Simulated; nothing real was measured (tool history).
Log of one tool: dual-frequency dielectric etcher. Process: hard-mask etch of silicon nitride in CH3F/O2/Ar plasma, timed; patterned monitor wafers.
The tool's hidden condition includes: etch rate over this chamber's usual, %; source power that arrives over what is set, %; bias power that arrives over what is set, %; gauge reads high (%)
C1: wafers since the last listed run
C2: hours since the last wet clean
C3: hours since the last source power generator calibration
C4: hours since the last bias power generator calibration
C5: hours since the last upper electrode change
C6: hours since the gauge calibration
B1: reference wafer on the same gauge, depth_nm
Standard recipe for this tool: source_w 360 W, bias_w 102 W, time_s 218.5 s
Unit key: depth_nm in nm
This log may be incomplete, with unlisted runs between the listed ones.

run 1 day=0.000 | source_w=360 bias_w=102 time_s=218.5 | C1=0 C2=498.3 C3=1750.0 C4=2335.0 C5=5253.3 C6=120.7 | B1=170.1 | depth_nm=150.1
-- day=0.442 wet clean of the chamber
run 2 day=1.092 | source_w=360 bias_w=102 time_s=218.5 | C1=70 C2=15.6 C3=1776.2 C4=2361.2 C5=5279.5 C6=146.9 | B1=170.1 | depth_nm=156.8
run 3 day=2.488 | source_w=360 bias_w=102 time_s=218.5 | C1=152 C2=49.1 C3=1809.7 C4=2394.7 C5=5313.0 C6=180.4 | B1=169.8 | depth_nm=156.0
run 4 day=5.138 | source_w=360 bias_w=102 time_s=218.5 | C1=289 C2=112.7 C3=1873.3 C4=2458.3 C5=5376.6 C6=244.0 | B1=170.0 | depth_nm=154.5
run 5 day=6.179 | source_w=360 bias_w=102 time_s=218.5 | C1=113 C2=137.7 C3=1898.3 C4=2483.3 C5=5401.6 C6=269.0 | B1=170.1 | depth_nm=153.4
run 6 day=8.862 | source_w=360 bias_w=102 time_s=218.5 | C1=292 C2=202.1 C3=1962.7 C4=2547.7 C5=5466.0 C6=333.4 | B1=170.0 | depth_nm=153.9
run 7 day=10.079 | source_w=360 bias_w=102 time_s=218.5 | C1=132 C2=231.3 C3=1991.9 C4=2576.9 C5=5495.2 C6=362.6 | B1=170.1 | depth_nm=153.9
run 8 day=11.092 | source_w=360 bias_w=102 time_s=218.5 | C1=110 C2=255.6 C3=2016.2 C4=2601.2 C5=5519.5 C6=386.9 | B1=170.0 | depth_nm=152.9
run 9 day=13.021 | source_w=360 bias_w=102 time_s=218.5 | C1=210 C2=301.9 C3=2062.5 C4=2647.5 C5=5565.8 C6=433.2 | B1=170.2 | depth_nm=152.2
run 10 day=16.388 | source_w=360 bias_w=102 time_s=218.5 | C1=367 C2=382.7 C3=2143.3 C4=2728.3 C5=5646.6 C6=514.0 | B1=170.0 | depth_nm=152.8
-- day=18.504 wet clean of the chamber
run 11 day=18.525 | source_w=360 bias_w=102 time_s=218.5 | C1=124 C2=0.5 C3=2194.6 C4=2779.6 C5=5697.9 C6=565.3 | B1=170.1 | depth_nm=147.8
run 12 day=18.917 | source_w=360 bias_w=102 time_s=218.5 | C1=42 C2=9.9 C3=2204.0 C4=2789.0 C5=5707.3 C6=574.7 | B1=170.0 | depth_nm=147.9
-- day=20.212 bias power generator calibrated
run 13 day=20.762 | source_w=360 bias_w=102 time_s=218.5 | C1=183 C2=54.2 C3=2248.3 C4=13.2 C5=5751.6 C6=619.0 | B1=169.7 | depth_nm=147.8
run 14 day=21.767 | source_w=320 bias_w=102 time_s=218.5 | C1=109 C2=78.3 C3=2272.4 C4=37.3 C5=5775.7 C6=643.1 | B1=170.2 | depth_nm=138.3
-- day=24.833 upper electrode replaced
-- day=24.921 source power generator calibrated
-- day=25.388 wet clean of the chamber, repeated, since the last time left the tool worse
run 15 day=25.408 | source_w=360 bias_w=102 time_s=218.5 | C1=227 C2=0.5 C3=11.7 C4=124.7 C5=13.8 C6=730.5 | B1=169.9 | depth_nm=154.8
run 16 day=27.408 | source_w=380 bias_w=102 time_s=178.5 | C1=218 C2=48.5 C3=59.7 C4=172.7 C5=61.8 C6=778.5 | B1=170.0 | depth_nm=130.9
run 17 day=29.979 | source_w=400 bias_w=90 time_s=266.5 | C1=280 C2=110.2 C3=121.4 C4=234.4 C5=123.5 C6=840.2 | B1=170.2 | depth_nm=188.7
-- day=30.654 gauge calibrated
run 18 day=31.762 | source_w=410 bias_w=102 time_s=237.0 | C1=194 C2=153.0 C3=164.2 C4=277.2 C5=166.3 C6=26.6 | B1=170.1 | depth_nm=177.3
run 19 day=33.529 | source_w=360 bias_w=102 time_s=262.0 | C1=192 C2=195.4 C3=206.6 C4=319.6 C5=208.7 C6=69.0 | B1=169.8 | depth_nm=183.1
run 20 day=36.233 | source_w=380 bias_w=102 time_s=178.5 | C1=294 C2=260.3 C3=271.5 C4=384.5 C5=273.6 C6=133.9 | B1=169.9 | depth_nm=127.0
run 21 day=37.508 | source_w=360 bias_w=121 time_s=190.0 | C1=139 C2=290.9 C3=302.1 C4=415.1 C5=304.2 C6=164.5 | B1=170.0 | depth_nm=140.3
run 22 day=43.067 | source_w=360 bias_w=102 time_s=218.5 | C1=606 C2=424.3 C3=435.5 C4=548.5 C5=437.6 C6=297.9 | B1=170.1 | depth_nm=149.9
-- day=44.904 wet clean of the chamber
run 23 day=44.925 | source_w=360 bias_w=102 time_s=218.5 | C1=93 C2=0.5 C3=480.1 C4=593.1 C5=482.2 C6=342.5 | B1=170.1 | depth_nm=155.4
run 24 day=45.946 | source_w=440 bias_w=102 time_s=218.5 | C1=111 C2=25.0 C3=504.6 C4=617.6 C5=506.7 C6=367.0 | B1=170.0 | depth_nm=174.0
run 25 day=47.604 | source_w=360 bias_w=85 time_s=218.5 | C1=180 C2=64.8 C3=544.4 C4=657.4 C5=546.5 C6=406.8 | B1=169.9 | depth_nm=146.7
run 26 day=50.521 | source_w=430 bias_w=111 time_s=218.5 | C1=318 C2=134.8 C3=614.4 C4=727.4 C5=616.5 C6=476.8 | B1=170.0 | depth_nm=175.1
run 27 day=52.354 | source_w=360 bias_w=94 time_s=182.5 | C1=199 C2=178.8 C3=658.4 C4=771.4 C5=660.5 C6=520.8 | B1=170.1 | depth_nm=126.0

Below are 5 alternative next runs, each starting from the tool's condition after run 27. Predict each:
run A day=52.375 | source_w=340 bias_w=102 time_s=218.5 | C1=2 C2=179.3 C3=658.9 C4=771.9 C5=661.0 C6=521.3 | B1=? | depth_nm=?
run B day=52.375 | source_w=420 bias_w=115 time_s=278.5 | C1=2 C2=179.3 C3=658.9 C4=771.9 C5=661.0 C6=521.3 | B1=? | depth_nm=?
run C day=52.375 | source_w=310 bias_w=83 time_s=200.5 | C1=2 C2=179.3 C3=658.9 C4=771.9 C5=661.0 C6=521.3 | B1=? | depth_nm=?
run D day=52.375 | source_w=300 bias_w=81 time_s=174.0 | C1=2 C2=179.3 C3=658.9 C4=771.9 C5=661.0 C6=521.3 | B1=? | depth_nm=?
run E day=52.375 | source_w=280 bias_w=86 time_s=181.0 | C1=2 C2=179.3 C3=658.9 C4=771.9 C5=661.0 C6=521.3 | B1=? | depth_nm=?

run=A B1=170.0 depth_nm=148.8
run=B B1=170.0 depth_nm=221.0
run=C B1=170.0 depth_nm=120.7
run=D B1=170.0 depth_nm=101.9
run=E B1=170.0 depth_nm=103.9
Without the tool's unlogged condition, the same runs would have read:
run=A depth_nm=150.2
run=B depth_nm=223.1
run=C depth_nm=121.8
run=D depth_nm=102.9
run=E depth_nm=104.8

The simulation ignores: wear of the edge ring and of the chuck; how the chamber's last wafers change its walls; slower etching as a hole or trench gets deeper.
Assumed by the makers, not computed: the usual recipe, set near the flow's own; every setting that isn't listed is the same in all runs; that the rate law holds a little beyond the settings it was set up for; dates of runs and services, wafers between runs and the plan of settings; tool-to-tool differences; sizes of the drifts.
